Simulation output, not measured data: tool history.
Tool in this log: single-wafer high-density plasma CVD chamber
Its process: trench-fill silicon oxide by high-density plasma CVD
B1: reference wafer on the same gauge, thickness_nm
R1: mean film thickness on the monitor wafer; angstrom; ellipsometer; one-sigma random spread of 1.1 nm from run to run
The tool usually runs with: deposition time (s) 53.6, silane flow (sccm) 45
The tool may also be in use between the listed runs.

Run 1, hour 0: usual settings; B1 213.076. Result: R1 2302.21 angstrom.
Run 2, hour 35.9: usual settings; B1 213.113. Result: R1 2286.88 angstrom.
Run 3, hour 68.3: usual settings; B1 212.92. Result: R1 2285.68 angstrom.
Run 4, hour 105.3: usual settings but deposition time (s) 56.5; B1 212.778. Result: R1 2403.34 angstrom.
Run 5, hour 133.5: usual settings but deposition time (s) 56.5; B1 212.441. Result: R1 2424.19 angstrom.
Run 6, hour 199.8: usual settings but deposition time (s) 56.5; B1 212.639. Result: R1 2411.12 angstrom.
Run 7, hour 270.6: usual settings but deposition time (s) 56.4; B1 212.394. Result: R1 2407.04 angstrom.
Run 8, hour 302.2: usual settings but deposition time (s) 56.4; B1 212.155. Result: R1 2393.02 angstrom.
Run 9, hour 371.6: usual settings; B1 212.028. Result: R1 2270.23 angstrom.
Run 10, hour 408.7: usual settings; B1 211.823. Result: R1 2272.45 angstrom.
Run 11, hour 463.9: usual settings; B1 211.658. Result: R1 2265.35 angstrom.
Run 12, hour 513: usual settings but silane flow (sccm) 51; B1 211.913. Result: R1 2597.42 angstrom.
Run 13, hour 579.2: usual settings but silane flow (sccm) 51; B1 211.579. Result: R1 2586.92 angstrom.
At hour 667.6: silane flow controller replaced.
Run 14, hour 788.9: usual settings but silane flow (sccm) 51; B1 211.06. Result: R1 2582.14 angstrom.
Run 15, hour 824.7: usual settings; B1 211.053. Result: R1 2249.09 angstrom.
Run 16, hour 852.9: usual settings; B1 211.292. Result: R1 2268.49 angstrom.
Run 17, hour 877.7: usual settings but silane flow (sccm) 47; B1 211.149. Result: R1 2387.27 angstrom.
Run 18, hour 949.1: usual settings but deposition time (s) 50.7, silane flow (sccm) 50; B1 211.079. Result: R1 2400.24 angstrom.
Run 19, hour 988.1: usual settings but deposition time (s) 59, silane flow (sccm) 43; B1 210.897. Result: R1 2386.03 angstrom.
Run 20, hour 1048.9: usual settings but deposition time (s) 56.7; B1 210.928. Result: R1 2401.83 angstrom.
Run 21, hour 1120.5: usual settings but silane flow (sccm) 41; B1 210.897. Result: R1 2057.38 angstrom.
Run 22, hour 1172.6: usual settings but deposition time (s) 47.8, silane flow (sccm) 40; B1 210.775. Result: R1 1787.78 angstrom.
At hour 1178.8: gauge calibrated.
Run 23, hour 1199.8: usual settings but deposition time (s) 46.1, silane flow (sccm) 47; B1 217.749. Result: R1 2101.31 angstrom.
Run 24, hour 1268.7: usual settings but deposition time (s) 49.1, silane flow (sccm) 50; B1 217.102. Result: R1 2390.95 angstrom.
Run 25, hour 1320.2: usual settings but deposition time (s) 57.7; B1 216.737. Result: R1 2514.55 angstrom.
Run 26, hour 1345.6: usual settings; B1 216.582. Result: R1 2327.48 angstrom.
Run 27, hour 1404.7: usual settings but deposition time (s) 49, silane flow (sccm) 42; B1 216.53. Result: R1 1986.21 angstrom.
Run 28, hour 1600.3: usual settings but deposition time (s) 46.9, silane flow (sccm) 54; B1 215.237. Result: R1 2423.45 angstrom.
Run 29, hour 1652.9: usual settings but deposition time (s) 50.7, silane flow (sccm) 48; B1 214.913. Result: R1 2332.53 angstrom.
Run 30, hour 1684.4: usual settings but deposition time (s) 56.4; B1 214.784. Result: R1 2443.67 angstrom.
Run 31, hour 1744.8: usual settings but deposition time (s) 57, silane flow (sccm) 52; B1 214.473. Result: R1 2805.72 angstrom.
Run 32, hour 1793.2: usual settings but deposition time (s) 43.9, silane flow (sccm) 36; B1 214.266. Result: R1 1526.86 angstrom.
Run 33, hour 1823.2: usual settings but deposition time (s) 57, silane flow (sccm) 52; B1 214.072. Result: R1 2816.39 angstrom.
Run 34, hour 1877.9: usual settings but silane flow (sccm) 40; B1 213.967. Result: R1 2036.4 angstrom.

Each row is a separate what-if for the run after 34, all from the same tool condition, not one after another. Results?
Run A, hour 1878.3: usual settings but deposition time (s) 57.5; B1 ?. Result: R1 ?.
Run B, hour 1878.3: usual settings but deposition time (s) 56.3, silane flow (sccm) 51; B1 ?. Result: R1 ?.
Run C, hour 1878.3: usual settings but deposition time (s) 43.1; B1 ?. Result: R1 ?.
Run D, hour 1878.3: usual settings but deposition time (s) 45.5, silane flow (sccm) 50; B1 ?. Result: R1 ?.

run       B1       R1
  A  214.002  2453.32
  B  214.002   2722.4
  C  214.002  1838.92
  D  214.002  2157.03
Without the tool's unlogged condition, the same runs would have read:
run       R1
  A  2498.85
  B  2772.92
  C  1873.05
  D  2197.05
